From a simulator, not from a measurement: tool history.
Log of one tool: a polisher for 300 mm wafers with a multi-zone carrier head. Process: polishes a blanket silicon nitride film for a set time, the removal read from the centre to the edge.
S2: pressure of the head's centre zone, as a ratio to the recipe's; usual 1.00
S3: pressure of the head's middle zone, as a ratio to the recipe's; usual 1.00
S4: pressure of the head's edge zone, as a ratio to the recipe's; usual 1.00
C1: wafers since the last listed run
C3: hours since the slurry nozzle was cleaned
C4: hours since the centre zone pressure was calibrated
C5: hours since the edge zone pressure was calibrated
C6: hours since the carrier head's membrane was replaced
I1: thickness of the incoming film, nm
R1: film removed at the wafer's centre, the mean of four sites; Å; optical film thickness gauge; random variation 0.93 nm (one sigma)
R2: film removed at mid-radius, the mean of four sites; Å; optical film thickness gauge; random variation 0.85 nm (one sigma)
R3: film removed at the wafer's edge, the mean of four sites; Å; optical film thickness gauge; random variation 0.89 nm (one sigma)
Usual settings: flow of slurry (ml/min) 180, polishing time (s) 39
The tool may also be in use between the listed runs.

run 1 hour=0.0 | flow_of_slurry_(ml/min)=135 S2=1.00 S3=1.00 S4=1.00 polishing_time_(s)=39 | C1=0 wafers_polished_on_this_pad=675 C3=495.3 C4=1512.7 C5=1305.7 C6=986.6 | I1=770.8 | R1=652 R2=746 R3=798
run 2 hour=7.3 | flow_of_slurry_(ml/min)=180 S2=1.00 S3=1.00 S4=1.00 polishing_time_(s)=39 | C1=106 wafers_polished_on_this_pad=782 C3=502.6 C4=1520.0 C5=1313.0 C6=993.9 | I1=770.2 | R1=719 R2=807 R3=844
run 3 hour=15.5 | flow_of_slurry_(ml/min)=180 S2=1.00 S3=1.00 S4=1.00 polishing_time_(s)=39 | C1=120 wafers_polished_on_this_pad=902 C3=510.8 C4=1528.2 C5=1321.2 C6=1002.1 | I1=755.5 | R1=715 R2=806 R3=831
run 4 hour=24.8 | flow_of_slurry_(ml/min)=180 S2=0.93 S3=1.00 S4=1.00 polishing_time_(s)=31 | C1=136 wafers_polished_on_this_pad=1039 C3=520.1 C4=1537.5 C5=1330.5 C6=1011.4 | I1=755.2 | R1=519 R2=643 R3=667
-- hour=39.2 edge zone pressure recalibrated
run 5 hour=39.7 | flow_of_slurry_(ml/min)=240 S2=1.10 S3=1.00 S4=1.00 polishing_time_(s)=39 | C1=188 wafers_polished_on_this_pad=1228 C3=535.0 C4=1552.4 C5=0.5 C6=1026.3 | I1=750.9 | R1=824 R2=828 R3=872
-- hour=42.1 centre zone pressure recalibrated
-- hour=50.4 carrier head's membrane replaced by a new one
run 6 hour=50.9 | flow_of_slurry_(ml/min)=180 S2=1.00 S3=1.00 S4=1.00 polishing_time_(s)=39 | C1=61 wafers_polished_on_this_pad=1289 C3=546.2 C4=8.8 C5=11.7 C6=0.5 | I1=775.2 | R1=791 R2=807 R3=832
run 7 hour=63.6 | flow_of_slurry_(ml/min)=180 S2=0.93 S3=1.00 S4=1.00 polishing_time_(s)=31 | C1=186 wafers_polished_on_this_pad=1475 C3=558.9 C4=21.5 C5=24.4 C6=13.2 | I1=762.3 | R1=577 R2=626 R3=662
-- hour=76.1 worn pad replaced by a new one
run 8 hour=76.6 | flow_of_slurry_(ml/min)=180 S2=0.89 S3=1.06 S4=1.00 polishing_time_(s)=39 | C1=131 wafers_polished_on_this_pad=7 C3=571.9 C4=34.5 C5=37.4 C6=26.2 | I1=761.3 | R1=698 R2=823 R3=841
run 9 hour=82.2 | flow_of_slurry_(ml/min)=180 S2=1.00 S3=1.00 S4=1.00 polishing_time_(s)=39 | C1=82 wafers_polished_on_this_pad=89 C3=577.5 C4=40.1 C5=43.0 C6=31.8 | I1=747.5 | R1=778 R2=792 R3=807
-- hour=92.1 slurry nozzle cleaned
run 10 hour=94.0 | flow_of_slurry_(ml/min)=160 S2=1.00 S3=1.00 S4=1.00 polishing_time_(s)=39 | C1=158 wafers_polished_on_this_pad=247 C3=1.9 C4=51.9 C5=54.8 C6=43.6 | I1=761.4 | R1=820 R2=823 R3=849
run 11 hour=105.3 | flow_of_slurry_(ml/min)=125 S2=1.05 S3=1.00 S4=0.94 polishing_time_(s)=39 | C1=165 wafers_polished_on_this_pad=413 C3=13.2 C4=63.2 C5=66.1 C6=54.9 | I1=771.4 | R1=795 R2=786 R3=807
run 12 hour=113.3 | flow_of_slurry_(ml/min)=180 S2=1.04 S3=1.00 S4=1.00 polishing_time_(s)=39 | C1=117 wafers_polished_on_this_pad=530 C3=21.2 C4=71.2 C5=74.1 C6=62.9 | I1=757.8 | R1=885 R2=842 R3=868
run 13 hour=130.6 | flow_of_slurry_(ml/min)=180 S2=1.00 S3=1.00 S4=1.00 polishing_time_(s)=39 | C1=253 wafers_polished_on_this_pad=784 C3=38.5 C4=88.5 C5=91.4 C6=80.2 | I1=765.8 | R1=850 R2=834 R3=873
run 14 hour=140.3 | flow_of_slurry_(ml/min)=180 S2=1.09 S3=1.10 S4=1.05 polishing_time_(s)=29 | C1=142 wafers_polished_on_this_pad=926 C3=48.2 C4=98.2 C5=101.1 C6=89.9 | I1=747.6 | R1=672 R2=681 R3=651
run 15 hour=158.3 | flow_of_slurry_(ml/min)=180 S2=1.06 S3=1.00 S4=1.04 polishing_time_(s)=39 | C1=263 wafers_polished_on_this_pad=1189 C3=66.2 C4=116.2 C5=119.1 C6=107.9 | I1=775.1 | R1=888 R2=839 R3=867
run 16 hour=166.3 | flow_of_slurry_(ml/min)=180 S2=1.00 S3=0.96 S4=1.00 polishing_time_(s)=39 | C1=117 wafers_polished_on_this_pad=1307 C3=74.2 C4=124.2 C5=127.1 C6=115.9 | I1=747.3 | R1=816 R2=810 R3=859
-- hour=174.8 worn pad replaced by a new one
run 17 hour=175.8 | flow_of_slurry_(ml/min)=180 S2=1.00 S3=1.00 S4=1.00 polishing_time_(s)=39 | C1=80 wafers_polished_on_this_pad=14 C3=83.7 C4=133.7 C5=136.6 C6=125.4 | I1=760.6 | R1=847 R2=834 R3=865
run 18 hour=182.3 | flow_of_slurry_(ml/min)=180 S2=0.93 S3=1.00 S4=1.07 polishing_time_(s)=27 | C1=95 wafers_polished_on_this_pad=109 C3=90.2 C4=140.2 C5=143.1 C6=131.9 | I1=761.1 | R1=540 R2=584 R3=612
run 19 hour=193.3 | flow_of_slurry_(ml/min)=180 S2=1.00 S3=1.00 S4=1.00 polishing_time_(s)=30 | C1=161 wafers_polished_on_this_pad=270 C3=101.2 C4=151.2 C5=154.1 C6=142.9 | I1=758.6 | R1=636 R2=647 R3=673
run 20 hour=201.4 | flow_of_slurry_(ml/min)=180 S2=1.00 S3=1.00 S4=1.00 polishing_time_(s)=39 | C1=118 wafers_polished_on_this_pad=389 C3=109.3 C4=159.3 C5=162.2 C6=151.0 | I1=762.5 | R1=846 R2=831 R3=864
run 21 hour=211.2 | flow_of_slurry_(ml/min)=180 S2=0.89 S3=1.11 S4=0.89 polishing_time_(s)=50 | C1=143 wafers_polished_on_this_pad=532 C3=119.1 C4=169.1 C5=172.0 C6=160.8 | I1=759.5 | R1=948 R2=1163 R3=1053
run 22 hour=223.6 | flow_of_slurry_(ml/min)=180 S2=1.12 S3=1.00 S4=1.12 polishing_time_(s)=39 | C1=181 wafers_polished_on_this_pad=714 C3=131.5 C4=181.5 C5=184.4 C6=173.2 | I1=776.2 | R1=925 R2=831 R3=900

Hidden state or all else? Some run-to-run changes of R1, split into what the settings, what came in and random variation would give without the hidden state, and what is left for the hidden state (with any gauge scatter that isn't in both results):
The hidden state here: removal rate lost through wear of the pad, %; slurry flow missing at the pad, %; deviation of the centre zone's pressure from its setpoint, %; deviation of the edge zone's pressure from its setpoint, %.
Run 4 -> 5: flow of slurry (ml/min) 180 -> 240, S2 0.93 -> 1.10, polishing time (s) 31 -> 39, edge zone pressure recalibrated. R1 +305 Å: hidden state -48, all else +353.
Run 5 -> 6: flow of slurry (ml/min) 240 -> 180, S2 1.10 -> 1.00, centre zone pressure recalibrated, carrier head's membrane replaced by a new one. R1 -33 Å: hidden state +90, all else -123.
Run 9 -> 10: flow of slurry (ml/min) 180 -> 160, slurry nozzle cleaned. R1 +42 Å: hidden state +57, all else -15.
Run 17 -> 18: S2 1.00 -> 0.93, S4 1.00 -> 1.07, polishing time (s) 39 -> 27. R1 -307 Å: hidden state +6, all else -313.

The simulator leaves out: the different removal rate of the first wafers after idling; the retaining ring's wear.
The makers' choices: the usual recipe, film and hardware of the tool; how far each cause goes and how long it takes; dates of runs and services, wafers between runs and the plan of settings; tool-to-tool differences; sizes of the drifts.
